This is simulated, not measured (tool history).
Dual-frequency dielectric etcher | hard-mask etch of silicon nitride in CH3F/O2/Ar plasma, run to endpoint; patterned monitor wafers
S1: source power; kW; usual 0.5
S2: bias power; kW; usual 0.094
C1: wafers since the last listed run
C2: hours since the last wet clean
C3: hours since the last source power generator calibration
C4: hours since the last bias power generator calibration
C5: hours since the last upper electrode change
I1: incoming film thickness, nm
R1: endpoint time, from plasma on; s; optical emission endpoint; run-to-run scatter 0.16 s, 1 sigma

{"run": 1, "day": 0.0, "S1": 0.5, "S2": 0.094, "C1": 0, "C2": 25.5, "C3": 3833.5, "C4": 3475.9, "C5": 1928.3, "I1": 42.67, "R1": 51.9}
{"run": 2, "day": 0.354, "S1": 0.5, "S2": 0.094, "C1": 138, "C2": 34, "C3": 3842, "C4": 3484.4, "C5": 1936.8, "I1": 42.71, "R1": 51.9}
{"run": 3, "day": 0.696, "S1": 0.5, "S2": 0.106, "C1": 133, "C2": 42.2, "C3": 3850.2, "C4": 3492.6, "C5": 1945, "I1": 42.86, "R1": 50.3}
{"run": 4, "day": 1.075, "S1": 0.5, "S2": 0.106, "C1": 148, "C2": 51.3, "C3": 3859.3, "C4": 3501.7, "C5": 1954.1, "I1": 42.74, "R1": 50.4}
{"run": 5, "day": 1.796, "S1": 0.5, "S2": 0.106, "C1": 281, "C2": 68.6, "C3": 3876.6, "C4": 3519, "C5": 1971.4, "I1": 42.36, "R1": 50}
{"run": 6, "day": 2.075, "S1": 0.5, "S2": 0.094, "C1": 109, "C2": 75.3, "C3": 3883.3, "C4": 3525.7, "C5": 1978.1, "I1": 42.58, "R1": 51.9}
{"run": 7, "day": 2.392, "S1": 0.5, "S2": 0.094, "C1": 123, "C2": 82.9, "C3": 3890.9, "C4": 3533.3, "C5": 1985.7, "I1": 43.17, "R1": 52.3}
{"run": 8, "day": 2.671, "S1": 0.5, "S2": 0.094, "C1": 109, "C2": 89.6, "C3": 3897.6, "C4": 3540, "C5": 1992.4, "I1": 42.4, "R1": 51.5}
{"run": 9, "day": 2.962, "S1": 0.5, "S2": 0.094, "C1": 113, "C2": 96.6, "C3": 3904.6, "C4": 3547, "C5": 1999.4, "I1": 42.94, "R1": 52}
{"run": 10, "day": 3.362, "S1": 0.56, "S2": 0.1, "C1": 156, "C2": 106.2, "C3": 3914.2, "C4": 3556.6, "C5": 2009, "I1": 41.99, "R1": 47.3}
{"run": 11, "day": 5.483, "S1": 0.56, "S2": 0.1, "C1": 828, "C2": 157.1, "C3": 3965.1, "C4": 3607.5, "C5": 2059.9, "I1": 42.8, "R1": 48.1}
{"run": 12, "day": 6.0, "S1": 0.56, "S2": 0.1, "C1": 201, "C2": 169.5, "C3": 3977.5, "C4": 3619.9, "C5": 2072.3, "I1": 42.55, "R1": 47.9}
{"run": 13, "day": 6.733, "S1": 0.43, "S2": 0.094, "C1": 286, "C2": 187.1, "C3": 3995.1, "C4": 3637.5, "C5": 2089.9, "I1": 42.63, "R1": 56.3}
{"run": 14, "day": 7.138, "S1": 0.43, "S2": 0.094, "C1": 157, "C2": 196.8, "C3": 4004.8, "C4": 3647.2, "C5": 2099.6, "I1": 42.59, "R1": 56.1}
{"day": 8.696, "done": "upper electrode replaced"}
{"run": 15, "day": 8.717, "S1": 0.43, "S2": 0.094, "C1": 226, "C2": 234.7, "C3": 4042.7, "C4": 3685.1, "C5": 0.5, "I1": 42.89, "R1": 56.3}
{"run": 16, "day": 8.729, "S1": 0.41, "S2": 0.094, "C1": 4, "C2": 235, "C3": 4043, "C4": 3685.4, "C5": 0.8, "I1": 42.7, "R1": 58}
{"run": 17, "day": 8.75, "S1": 0.5, "S2": 0.094, "C1": 8, "C2": 235.5, "C3": 4043.5, "C4": 3685.9, "C5": 1.3, "I1": 42.34, "R1": 50.8}
{"day": 9.4, "done": "bias power generator calibrated"}
{"run": 18, "day": 9.438, "S1": 0.5, "S2": 0.084, "C1": 203, "C2": 252, "C3": 4060, "C4": 0.9, "C5": 17.8, "I1": 42.54, "R1": 52.7}
{"run": 19, "day": 10.142, "S1": 0.5, "S2": 0.094, "C1": 275, "C2": 268.9, "C3": 4076.9, "C4": 17.8, "C5": 34.7, "I1": 42.68, "R1": 51.4}
{"run": 20, "day": 10.612, "S1": 0.39, "S2": 0.101, "C1": 183, "C2": 280.2, "C3": 4088.2, "C4": 29.1, "C5": 46, "I1": 42.34, "R1": 57.8}
{"run": 21, "day": 10.95, "S1": 0.41, "S2": 0.086, "C1": 131, "C2": 288.3, "C3": 4096.3, "C4": 37.2, "C5": 54.1, "I1": 42.46, "R1": 58.8}
{"run": 22, "day": 13.083, "S1": 0.57, "S2": 0.087, "C1": 833, "C2": 339.5, "C3": 4147.5, "C4": 88.4, "C5": 105.3, "I1": 42.27, "R1": 48.2}
{"run": 23, "day": 13.375, "S1": 0.43, "S2": 0.094, "C1": 113, "C2": 346.5, "C3": 4154.5, "C4": 95.4, "C5": 112.3, "I1": 42.79, "R1": 56.4}
{"run": 24, "day": 14.025, "S1": 0.4, "S2": 0.076, "C1": 253, "C2": 362.1, "C3": 4170.1, "C4": 111, "C5": 127.9, "I1": 42.74, "R1": 61.3}
{"run": 25, "day": 14.75, "S1": 0.6, "S2": 0.083, "C1": 283, "C2": 379.5, "C3": 4187.5, "C4": 128.4, "C5": 145.3, "I1": 42.72, "R1": 48.1}
{"run": 26, "day": 15.15, "S1": 0.5, "S2": 0.079, "C1": 156, "C2": 389.1, "C3": 4197.1, "C4": 138, "C5": 154.9, "I1": 43.24, "R1": 54.5}
{"day": 15.746, "done": "source power generator calibrated"}
{"day": 16.558, "done": "wet clean of the chamber"}
{"run": 27, "day": 16.579, "S1": 0.5, "S2": 0.094, "C1": 176, "C2": 0.5, "C3": 20, "C4": 172.3, "C5": 189.2, "I1": 42.81, "R1": 51.9}
{"run": 28, "day": 16.592, "S1": 0.43, "S2": 0.074, "C1": 4, "C2": 0.8, "C3": 20.3, "C4": 172.6, "C5": 189.5, "I1": 43.13, "R1": 60.8}
{"run": 29, "day": 16.842, "S1": 0.5, "S2": 0.079, "C1": 97, "C2": 6.8, "C3": 26.3, "C4": 178.6, "C5": 195.5, "I1": 42.64, "R1": 54}
{"run": 30, "day": 17.458, "S1": 0.5, "S2": 0.094, "C1": 240, "C2": 21.6, "C3": 41.1, "C4": 193.4, "C5": 210.3, "I1": 42.77, "R1": 52.1}
{"run": 31, "day": 17.738, "S1": 0.57, "S2": 0.086, "C1": 109, "C2": 28.3, "C3": 47.8, "C4": 200.1, "C5": 217, "I1": 42.64, "R1": 49.2}
{"run": 32, "day": 18.329, "S1": 0.44, "S2": 0.118, "C1": 231, "C2": 42.5, "C3": 62, "C4": 214.3, "C5": 231.2, "I1": 42.85, "R1": 52.7}
{"run": 33, "day": 18.979, "S1": 0.53, "S2": 0.117, "C1": 253, "C2": 58.1, "C3": 77.6, "C4": 229.9, "C5": 246.8, "I1": 42.7, "R1": 47.5}
{"run": 34, "day": 19.246, "S1": 0.62, "S2": 0.108, "C1": 104, "C2": 64.5, "C3": 84, "C4": 236.3, "C5": 253.2, "I1": 42.7, "R1": 44.7}
{"run": 35, "day": 21.475, "S1": 0.54, "S2": 0.094, "C1": 871, "C2": 118, "C3": 137.5, "C4": 289.8, "C5": 306.7, "I1": 42.65, "R1": 49.7}

What was the tool's hidden state at every run in the log?
source power that arrives over what is set, %: 0 at every run
bias power that arrives over what is set, %: 0 at every run
H1: etch rate over this chamber's usual, %
run=1 H1=0.0465
run=2 H1=0.0757
run=3 H1=0.104
run=4 H1=0.135
run=5 H1=0.195
run=6 H1=0.218
run=7 H1=0.244
run=8 H1=0.267
run=9 H1=0.291
run=10 H1=0.324
run=11 H1=0.499
run=12 H1=0.541
run=13 H1=0.602
run=14 H1=0.635
run=15 H1=0.765
run=16 H1=0.766
run=17 H1=0.768
run=18 H1=0.825
run=19 H1=0.883
run=20 H1=0.922
run=21 H1=0.949
run=22 H1=1.13
run=23 H1=1.15
run=24 H1=1.2
run=25 H1=1.26
run=26 H1=1.3
run=27 H1=0.132
run=28 H1=0.133
run=29 H1=0.154
run=30 H1=0.205
run=31 H1=0.228
run=32 H1=0.277
run=33 H1=0.33
run=34 H1=0.352
run=35 H1=0.536
